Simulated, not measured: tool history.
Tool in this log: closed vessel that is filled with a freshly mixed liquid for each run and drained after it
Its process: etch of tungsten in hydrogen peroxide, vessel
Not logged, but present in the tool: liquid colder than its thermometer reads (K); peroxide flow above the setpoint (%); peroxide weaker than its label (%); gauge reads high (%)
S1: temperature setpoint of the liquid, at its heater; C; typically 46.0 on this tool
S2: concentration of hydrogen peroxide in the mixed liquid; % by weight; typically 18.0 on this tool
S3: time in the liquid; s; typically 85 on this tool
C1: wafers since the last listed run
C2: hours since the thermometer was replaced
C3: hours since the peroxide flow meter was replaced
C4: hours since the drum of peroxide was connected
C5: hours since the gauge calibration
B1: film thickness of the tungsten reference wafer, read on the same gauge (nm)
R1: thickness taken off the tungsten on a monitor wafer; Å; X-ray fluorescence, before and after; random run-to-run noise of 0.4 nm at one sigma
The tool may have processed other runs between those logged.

Run 1, hour 0.0: usual settings but S1 53.0 C, S3 60 s; C1 0; C2 430.3; C3 969.9; C4 703.2; C5 1181.3; B1 89.99. Result: R1 566.2 Å.
Run 2, hour 41.4: usual settings but S1 53.0 C, S3 60 s; C1 3264; C2 471.7; C3 1011.3; C4 744.6; C5 1222.7; B1 90.01. Result: R1 555.9 Å.
Run 3, hour 87.9: usual settings but S1 53.0 C, S3 60 s; C1 3666; C2 518.2; C3 1057.8; C4 791.1; C5 1269.2; B1 90.00. Result: R1 558.6 Å.
Run 4, hour 145.0: usual settings; C1 4502; C2 575.3; C3 1114.9; C4 848.2; C5 1326.3; B1 90.02. Result: R1 514.6 Å.
Run 5, hour 211.9: usual settings; C1 5275; C2 642.2; C3 1181.8; C4 915.1; C5 1393.2; B1 89.99. Result: R1 522.3 Å.
Run 6, hour 256.1: usual settings; C1 3485; C2 686.4; C3 1226.0; C4 959.3; C5 1437.4; B1 90.02. Result: R1 517.3 Å.
At hour 263.4: new drum of peroxide connected.
Run 7, hour 461.7: usual settings; C1 16133; C2 892.0; C3 1431.6; C4 198.3; C5 1643.0; B1 89.97. Result: R1 529.1 Å.
Run 8, hour 522.2: usual settings; C1 4770; C2 952.5; C3 1492.1; C4 258.8; C5 1703.5; B1 90.01. Result: R1 532.8 Å.
Run 9, hour 593.9: usual settings; C1 5653; C2 1024.2; C3 1563.8; C4 330.5; C5 1775.2; B1 90.04. Result: R1 522.3 Å.
At hour 641.6: thermometer replaced.
Run 10, hour 664.5: usual settings but S1 49.5 C; C1 5488; C2 22.9; C3 1634.4; C4 401.1; C5 1845.8; B1 90.02. Result: R1 657.7 Å.
Run 11, hour 697.7: usual settings but S1 49.5 C; C1 2617; C2 56.1; C3 1667.6; C4 434.3; C5 1879.0; B1 90.02. Result: R1 645.6 Å.
Run 12, hour 912.1: usual settings; C1 16905; C2 270.5; C3 1882.0; C4 648.7; C5 2093.4; B1 90.04. Result: R1 524.7 Å.
At hour 949.7: gauge calibrated.
Run 13, hour 949.9: usual settings but S3 45 s; C1 2980; C2 308.3; C3 1919.8; C4 686.5; C5 0.2; B1 89.99. Result: R1 277.9 Å.
Run 14, hour 1021.1: usual settings but S2 13.5 % by weight, S3 135 s; C1 5614; C2 379.5; C3 1991.0; C4 757.7; C5 71.4; B1 89.97. Result: R1 707.3 Å.
Run 15, hour 1063.1: usual settings but S2 20.5 % by weight; C1 3311; C2 421.5; C3 2033.0; C4 799.7; C5 113.4; B1 90.02. Result: R1 557.2 Å.
At hour 1101.9: new drum of peroxide connected.
Run 16, hour 1134.0: usual settings but S1 36.5 C, S2 23.0 % by weight; C1 5511; C2 492.4; C3 2103.9; C4 32.1; C5 184.3; B1 90.00. Result: R1 326.5 Å.
Run 17, hour 1175.7: usual settings but S3 55 s; C1 3288; C2 534.1; C3 2145.6; C4 73.8; C5 226.0; B1 89.99. Result: R1 341.1 Å.
Run 18, hour 1233.4: usual settings; C1 4549; C2 591.8; C3 2203.3; C4 131.5; C5 283.7; B1 89.99. Result: R1 529.4 Å.
Run 19, hour 1297.3: usual settings but S1 54.0 C, S2 20.5 % by weight, S3 65 s; C1 5038; C2 655.7; C3 2267.2; C4 195.4; C5 347.6; B1 89.96. Result: R1 712.6 Å.
Run 20, hour 1363.6: usual settings but S1 41.5 C, S3 125 s; C1 5227; C2 722.0; C3 2333.5; C4 261.7; C5 413.9; B1 90.00. Result: R1 592.4 Å.
At hour 1414.2: peroxide flow meter replaced.
Run 21, hour 1489.6: usual settings; C1 9856; C2 848.0; C3 75.4; C4 387.7; C5 539.9; B1 90.03. Result: R1 533.7 Å.
Run 22, hour 1550.1: usual settings but S3 60 s; C1 4770; C2 908.5; C3 135.9; C4 448.2; C5 600.4; B1 89.97. Result: R1 367.7 Å.
Run 23, hour 1596.3: usual settings; C1 3642; C2 954.7; C3 182.1; C4 494.4; C5 646.6; B1 90.01. Result: R1 528.7 Å.
Run 24, hour 1634.3: usual settings but S1 52.0 C, S2 19.5 % by weight; C1 2996; C2 992.7; C3 220.1; C4 532.4; C5 684.6; B1 89.96. Result: R1 788.0 Å.
Run 25, hour 1681.9: usual settings but S1 56.0 C, S2 15.5 % by weight; C1 3753; C2 1040.3; C3 267.7; C4 580.0; C5 732.2; B1 90.01. Result: R1 878.3 Å.
Run 26, hour 1764.1: usual settings; C1 6481; C2 1122.5; C3 349.9; C4 662.2; C5 814.4; B1 89.96. Result: R1 525.5 Å.
Run 27, hour 1792.1: usual settings but S1 51.5 C; C1 2207; C2 1150.5; C3 377.9; C4 690.2; C5 842.4; B1 89.99. Result: R1 732.7 Å.
Run 28, hour 1825.9: usual settings but S1 39.0 C, S2 14.5 % by weight, S3 55 s; C1 2665; C2 1184.3; C3 411.7; C4 724.0; C5 876.2; B1 90.02. Result: R1 194.3 Å.
Run 29, hour 1867.8: usual settings but S1 53.0 C, S2 13.5 % by weight; C1 3303; C2 1226.2; C3 453.6; C4 765.9; C5 918.1; B1 90.00. Result: R1 692.1 Å.
At hour 1900.2: thermometer replaced.
Run 30, hour 1900.5: usual settings; C1 2499; C2 0.3; C3 486.3; C4 798.6; C5 950.8; B1 90.01. Result: R1 518.2 Å.
Run 31, hour 1968.4: usual settings; C1 5354; C2 68.2; C3 554.2; C4 866.5; C5 1018.7; B1 90.03. Result: R1 517.3 Å.

Entry by entry between the runs, the difference in hidden state between the last listed run before and the first listed run after:
Run 6 -> run 7: new drum of peroxide connected (hour 263.4)
  peroxide weaker than its label (%): 8.27 -> 1.81
  the result without the hidden state subtracted from the measured one, R1: -22.8 -> -4.9 Å
Run 9 -> run 10: thermometer replaced (hour 641.6)
  peroxide weaker than its label (%): 2.89 -> 3.47
  the result without the hidden state subtracted from the measured one, R1: -7.7 -> -11.7 Å
Run 12 -> run 13: gauge calibrated (hour 949.7)
  peroxide weaker than its label (%): 5.49 -> 5.8
  the result without the hidden state subtracted from the measured one, R1: -15.1 -> -8.4 Å
Run 15 -> run 16: new drum of peroxide connected (hour 1101.9)
  peroxide weaker than its label (%): 6.72 -> 0.747
  the result without the hidden state subtracted from the measured one, R1: -19.8 -> -1.3 Å
Run 20 -> run 21: peroxide flow meter replaced (hour 1414.2)
  peroxide weaker than its label (%): 2.62 -> 3.65
  the result without the hidden state subtracted from the measured one, R1: -7.9 -> -10.0 Å
Run 29 -> run 30: thermometer replaced (hour 1900.2)
  peroxide weaker than its label (%): 6.74 -> 7.01
  the result without the hidden state subtracted from the measured one, R1: -24.6 -> -19.2 Å
